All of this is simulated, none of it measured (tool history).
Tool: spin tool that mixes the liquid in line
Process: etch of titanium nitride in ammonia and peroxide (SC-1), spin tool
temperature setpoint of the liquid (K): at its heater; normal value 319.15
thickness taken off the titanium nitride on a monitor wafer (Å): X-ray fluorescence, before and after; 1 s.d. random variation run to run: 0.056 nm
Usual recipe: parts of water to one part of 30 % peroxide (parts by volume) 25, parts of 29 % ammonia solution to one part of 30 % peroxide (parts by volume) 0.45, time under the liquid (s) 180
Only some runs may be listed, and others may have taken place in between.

| run | hour | temperature setpoint of the liquid (K) | parts of water to one part of 30 % peroxide (parts by volume) | parts of 29 % ammonia solution to one part of 30 % peroxide (parts by volume) | time under the liquid (s) | read-back film thickness of the titanium nitride reference wafer, read on the same gauge (nm) | thickness taken off the titanium nitride on a monitor wafer (Å) |
|---|---|---|---|---|---|---|---|
| 1 | 0 | 322.65 | 25 | 0.3 | 180 | 60.03 | 92.7 |
| 2 | 60.1 | 319.15 | 20 | 0.45 | 180 | 59.96 | 89 |
| 3 | 104.6 | 319.15 | 20 | 0.45 | 180 | 60 | 87.8 |
| 4 | 143.2 | 327.15 | 25 | 0.45 | 180 | 59.99 | 133.7 |
|  | 183 | new drum of ammonia solution connected |
| 5 | 192.8 | 319.15 | 25 | 0.3 | 250 | 59.98 | 100.3 |
| 6 | 229.1 | 319.15 | 25 | 0.25 | 180 | 59.96 | 71 |
| 7 | 270.2 | 319.15 | 25 | 0.45 | 180 | 60.03 | 78.5 |
| 8 | 317.9 | 314.15 | 25 | 0.55 | 115 | 60 | 36.6 |
| 9 | 377.3 | 319.15 | 32.5 | 0.55 | 215 | 59.98 | 84.4 |
| 10 | 439.4 | 325.15 | 25 | 0.3 | 85 | 60.02 | 52.6 |
| 11 | 466.9 | 319.15 | 25 | 0.45 | 180 | 59.96 | 78.6 |
| 12 | 511.4 | 327.65 | 31 | 0.45 | 180 | 59.99 | 126.7 |
|  | 533.3 | thermometer replaced |
| 13 | 557.1 | 319.15 | 36 | 0.45 | 145 | 60.01 | 48 |
|  | 571.6 | ammonia flow meter replaced |
| 14 | 593.3 | 313.65 | 25 | 0.45 | 180 | 60.01 | 49.6 |
| 15 | 641.5 | 319.15 | 25 | 0.45 | 270 | 59.99 | 111.8 |
|  | 697.8 | new drum of ammonia solution connected |
| 16 | 699.7 | 319.15 | 37 | 0.25 | 180 | 59.99 | 53 |
| 17 | 766.9 | 319.15 | 25 | 0.45 | 180 | 60.01 | 74.6 |
| 18 | 832.1 | 319.15 | 25 | 0.45 | 180 | 59.98 | 75.3 |
| 19 | 897.6 | 319.15 | 25 | 0.4 | 180 | 59.98 | 73.1 |
|  | 932 | heated supply line repaired |
| 20 | 969.3 | 319.15 | 25 | 0.6 | 180 | 59.98 | 79.3 |
| 21 | 1002 | 319.15 | 33 | 0.5 | 145 | 60 | 52.8 |
| 22 | 1037.4 | 319.15 | 20 | 0.45 | 180 | 60.01 | 85.8 |
| 23 | 1077.2 | 321.65 | 35 | 0.45 | 180 | 60.05 | 75.5 |

Forecast each of these 5 alternatives for the next run:
| A | 1077.7 | 319.15 | 21 | 0.45 | 180 | ? | ? |
| B | 1077.7 | 311.15 | 25 | 0.45 | 95 | ? | ? |
| C | 1077.7 | 329.15 | 25 | 0.45 | 180 | ? | ? |
| D | 1077.7 | 326.15 | 30 | 0.35 | 95 | ? | ? |
| E | 1077.7 | 319.15 | 20.5 | 0.65 | 180 | ? | ? |

| run | read-back film thickness of the titanium nitride reference wafer, read on the same gauge (nm) | thickness taken off the titanium nitride on a monitor wafer (Å) |
|---|---|---|
| A | 60.02 | 83.1 |
| B | 60.02 | 22.1 |
| C | 60.02 | 150.3 |
| D | 60.02 | 55.6 |
| E | 60.02 | 90.2 |
With the hidden condition removed and each run's random variation left untouched, the same runs would have given:
| run | thickness taken off the titanium nitride on a monitor wafer (Å) |
|---|---|
| A | 81.2 |
| B | 21.6 |
| C | 147.2 |
| D | 54.4 |
| E | 88.1 |
